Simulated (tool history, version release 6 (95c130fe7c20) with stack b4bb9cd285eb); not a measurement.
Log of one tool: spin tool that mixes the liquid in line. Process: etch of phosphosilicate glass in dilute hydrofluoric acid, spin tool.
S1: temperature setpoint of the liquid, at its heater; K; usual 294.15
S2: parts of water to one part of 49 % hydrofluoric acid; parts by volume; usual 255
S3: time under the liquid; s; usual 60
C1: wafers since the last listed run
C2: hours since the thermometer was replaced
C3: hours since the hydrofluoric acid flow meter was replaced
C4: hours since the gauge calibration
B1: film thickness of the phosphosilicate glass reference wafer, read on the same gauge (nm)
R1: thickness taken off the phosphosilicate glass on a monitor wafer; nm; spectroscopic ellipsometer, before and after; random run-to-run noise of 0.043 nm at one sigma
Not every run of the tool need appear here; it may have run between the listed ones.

run	hour	S1	S2	S3	C1	C2	C3	C4	B1	R1
1	0.0	294.15	255	60	0	2639.8	1246.2	518.0	50.01	11.63
2	61.7	294.15	255	60	751	2701.5	1307.9	579.7	50.00	11.54
3	88.5	294.15	255	35	326	2728.3	1334.7	606.5	49.97	6.73
4	141.2	294.15	255	60	642	2781.0	1387.4	659.2	49.98	11.58
5	198.0	294.15	255	60	692	2837.8	1444.2	716.0	50.01	11.48
6	240.7	294.15	255	60	520	2880.5	1486.9	758.7	49.99	11.54
7	292.6	294.15	255	60	632	2932.4	1538.8	810.6	50.00	11.46
8	345.0	294.15	335	60	638	2984.8	1591.2	863.0	50.02	8.09
# hour 349.4: gauge calibrated
9	372.5	294.15	335	60	335	3012.3	1618.7	23.1	50.01	8.09
10	425.6	291.15	335	35	647	3065.4	1671.8	76.2	50.00	4.21
# hour 453.0: thermometer replaced
# hour 457.3: hydrofluoric acid flow meter replaced
11	492.4	290.15	325	60	789	39.4	35.1	143.0	50.02	6.81
12	535.6	298.65	320	30	526	82.6	78.3	186.2	50.02	4.72
13	588.9	292.65	140	60	649	135.9	131.6	239.5	50.00	20.93
# hour 718.3: hydrofluoric acid flow meter replaced, repeated, since the last time left the tool worse
14	738.2	298.65	220	70	1807	285.2	19.9	388.8	50.05	19.82
15	786.8	291.65	350	60	592	333.8	68.5	437.4	50.01	7.37
16	843.9	294.15	140	60	695	390.9	125.6	494.5	50.03	24.36
17	988.7	292.65	140	60	1764	535.7	270.4	639.3	50.03	22.95
# hour 1000.6: gauge calibrated
18	1050.2	296.65	335	60	749	597.2	331.9	49.6	50.01	9.20
19	1084.4	294.15	255	60	416	631.4	366.1	83.8	49.94	11.84

Forecast each of these 5 alternatives for the next run:
A	1084.8	294.15	255	60	4	631.8	366.5	84.2	?	?
B	1084.8	291.65	305	60	4	631.8	366.5	84.2	?	?
C	1084.8	297.65	255	60	4	631.8	366.5	84.2	?	?
D	1084.8	294.15	255	95	4	631.8	366.5	84.2	?	?
E	1084.8	291.15	255	40	4	631.8	366.5	84.2	?	?

run	B1	R1
A	49.97	11.92
B	49.97	8.68
C	49.97	13.53
D	49.97	18.87
E	49.97	7.10
Take away the tool's hidden state, keep each run's random variation, and the runs would have read:
run	R1
A	12.09
B	8.81
C	13.73
D	19.15
E	7.20
